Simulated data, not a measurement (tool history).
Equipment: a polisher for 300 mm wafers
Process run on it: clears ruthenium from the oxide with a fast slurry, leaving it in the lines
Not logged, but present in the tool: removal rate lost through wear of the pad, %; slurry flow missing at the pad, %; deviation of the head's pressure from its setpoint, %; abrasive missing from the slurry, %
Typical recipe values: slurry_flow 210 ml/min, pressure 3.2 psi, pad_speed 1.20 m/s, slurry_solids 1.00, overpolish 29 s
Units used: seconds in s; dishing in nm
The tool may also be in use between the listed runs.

run     day  slurry_flow  pressure  pad_speed  slurry_solids  overpolish  wafers since the last listed run  wafers polished on this pad  hours since the slurry nozzle was cleaned  hours since the head pressure was calibrated  hours since the slurry blender was calibrated  incoming thickness of the incoming film, nm  seconds  dishing
  1   0.000          210       3.2       1.20           1.00          29                                 0                          490                                      277.0                                         805.5                                           24.8                                        158.0     36.4     65.4
  2   0.512          210       3.2       1.20           1.00          29                               149                          640                                      289.3                                         817.8                                           37.1                                        157.3     36.6     65.4
      1.567  -- worn pad replaced by a new one
  3   2.342          210       3.2       1.20           1.00          29                               485                          226                                      333.2                                         861.7                                           81.0                                        163.3     40.9     61.9
  4   2.771          210       3.2       1.20           1.00          29                               125                          351                                      343.5                                         872.0                                           91.3                                        159.3     39.0     62.7
      3.388  -- slurry blender recalibrated
  5   3.417          210       3.2       1.20           1.00          29                               164                          516                                      359.0                                         887.5                                            0.7                                        158.4     33.8     64.4
      3.988  -- head pressure recalibrated
  6   4.121          210       3.2       1.20           1.00          29                               181                          697                                      375.9                                           3.2                                           17.6                                        157.3     34.2     65.3
      4.475  -- slurry nozzle cleaned
  7   4.729          210       3.2       1.20           1.25          29                               165                          862                                        6.1                                          17.8                                           32.2                                        159.5     33.0     68.0
      5.212  -- worn pad replaced by a new one
  8   5.425          210       3.2       1.20           1.25          29                               154                           62                                       22.8                                          34.5                                           48.9                                        161.5     34.3     67.4
  9   6.121          210       3.2       1.20           1.00          29                               203                          265                                       39.5                                          51.2                                           65.6                                        161.1     39.0     63.5
 10   6.512          210       3.9       1.20           1.00          29                               114                          379                                       48.9                                          60.6                                           75.0                                        161.7     32.9     67.7
 11   7.362          210       3.2       1.46           0.75          29                               248                          627                                       69.3                                          81.0                                           95.4                                        158.9     37.0     64.5
 12   7.954          210       3.2       1.20           1.00          29                               172                          800                                       83.5                                          95.2                                          109.6                                        160.2     39.0     61.2
      8.433  -- slurry blender recalibrated
 13   8.654          210       4.0       1.50           0.80          29                               179                          980                                      100.3                                         112.0                                            5.3                                        162.6     26.2     70.4
      9.262  -- worn pad replaced by a new one
 14   9.925          165       3.2       1.20           1.00          24                               322                          193                                      130.8                                         142.5                                           35.8                                        162.5     39.2     58.8
 15  10.538          190       3.2       1.20           1.00          29                               178                          372                                      145.5                                         157.2                                           50.5                                        159.8     38.7     64.4
 16  10.875          170       2.1       1.46           0.90          29                                98                          470                                      153.6                                         165.3                                           58.6                                        160.1     49.4     55.3
 17  11.371          180       4.1       1.20           1.00          23                               144                          615                                      165.5                                         177.2                                           70.5                                        158.5     31.9     62.1
 18  11.667          210       3.9       1.36           1.00          29                                86                          701                                      172.6                                         184.3                                           77.6                                        160.4     29.3     70.8
 19  12.117          210       3.2       1.20           1.00          29                               131                          832                                      183.4                                         195.1                                           88.4                                        162.1     41.0     63.8
 20  12.662          260       2.1       1.20           0.70          29                               159                          992                                      196.5                                         208.2                                          101.5                                        158.2     68.5     46.9

Each row is a separate what-if for the run after 20, all from the same tool condition, not one after another. Results?
  A  12.679          210       3.2       1.20           1.00          29                                 4                          996                                      196.9                                         208.6                                          101.9                                        161.8        ?        ?
  B  12.679          210       3.9       0.92           1.00          29                                 4                          996                                      196.9                                         208.6                                          101.9                                        161.8        ?        ?
  C  12.679          210       3.2       1.20           1.00          43                                 4                          996                                      196.9                                         208.6                                          101.9                                        161.8        ?        ?

run  seconds  dishing
  A     39.6     61.0
  B     43.6     58.3
  C     39.6     70.6
Stripped of hidden state, with their random variation kept, the same runs would have yielded:
run  seconds  dishing
  A     32.7     66.0
  B     36.0     63.5
  C     32.7     74.2
